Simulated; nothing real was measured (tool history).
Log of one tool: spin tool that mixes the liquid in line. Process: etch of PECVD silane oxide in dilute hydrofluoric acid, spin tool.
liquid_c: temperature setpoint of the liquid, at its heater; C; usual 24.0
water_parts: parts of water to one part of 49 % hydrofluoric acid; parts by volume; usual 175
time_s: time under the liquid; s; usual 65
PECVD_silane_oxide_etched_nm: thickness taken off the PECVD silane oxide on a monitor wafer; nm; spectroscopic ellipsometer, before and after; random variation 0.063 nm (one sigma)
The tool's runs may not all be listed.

run    hour  liquid_c  water_parts  time_s  read-back film thickness of the PECVD silane oxide reference wafer, read on the same gauge (nm)  PECVD_silane_oxide_etched_nm
  1     0.0      24.0          175      65                                                                                            90.01                          7.76
       46.9  -- hydrofluoric acid flow meter replaced
  2    81.1      24.0          175      65                                                                                            89.98                          7.87
  3   337.3      24.0          175      65                                                                                            90.01                          7.76
  4   532.1      28.0          175      65                                                                                            89.98                          8.90
  5   580.3      28.0          175      65                                                                                            89.97                          9.06
  6   683.4      24.0          145      65                                                                                            90.02                          9.88
  7   767.2      24.0          140      65                                                                                            89.97                         10.17
  8   880.0      24.0          140      65                                                                                            90.00                         10.27
      896.4  -- thermometer replaced
  9   919.1      23.0          175      65                                                                                            89.99                          7.62
 10  1019.7      23.0          175      65                                                                                            89.94                          7.57
 11  1068.5      27.0          130      65                                                                                            90.00                         12.58
 12  1139.4      27.0          130      65                                                                                            89.94                         12.41
 13  1224.9      26.5          125      65                                                                                            89.97                         12.86
     1312.2  -- gauge calibrated
 14  1329.8      27.0          210      55                                                                                            90.01                          5.92
     1510.3  -- hydrofluoric acid flow meter replaced
 15  1627.9      26.0          125      65                                                                                            89.99                         12.75
 16  1723.2      24.0          175      65                                                                                            90.02                          7.83
 17  1778.9      24.0          175      40                                                                                            89.99                          4.83
 18  1815.8      24.0          220      65                                                                                            89.94                          5.95
 19  2073.4      20.0          115      65                                                                                            89.97                         10.95
 20  2138.0      28.0          150      50                                                                                            90.05                          8.35
 21  2205.0      24.0          245      50                                                                                            89.94                          3.97

5 ways to go on from here, each from the tool as it stands after run 21. What would each give?
  A  2205.4      24.0          175      65                                                                                                ?                             ?
  B  2205.4      22.5          225     100                                                                                                ?                             ?
  C  2205.4      24.0          205     100                                                                                                ?                             ?
  D  2205.4      22.0          150      95                                                                                                ?                             ?
  E  2205.4      22.0          175      65                                                                                                ?                             ?

run  read-back film thickness of the PECVD silane oxide reference wafer, read on the same gauge (nm)  PECVD_silane_oxide_etched_nm
  A                                                                                            89.99                          7.79
  B                                                                                            89.99                          8.36
  C                                                                                            89.99                          9.90
  D                                                                                            89.99                         12.64
  E                                                                                            89.99                          7.22
Without the tool's hidden state the same runs would have given:
run  PECVD_silane_oxide_etched_nm
  A                          7.79
  B                          8.36
  C                          9.90
  D                         12.64
  E                          7.22
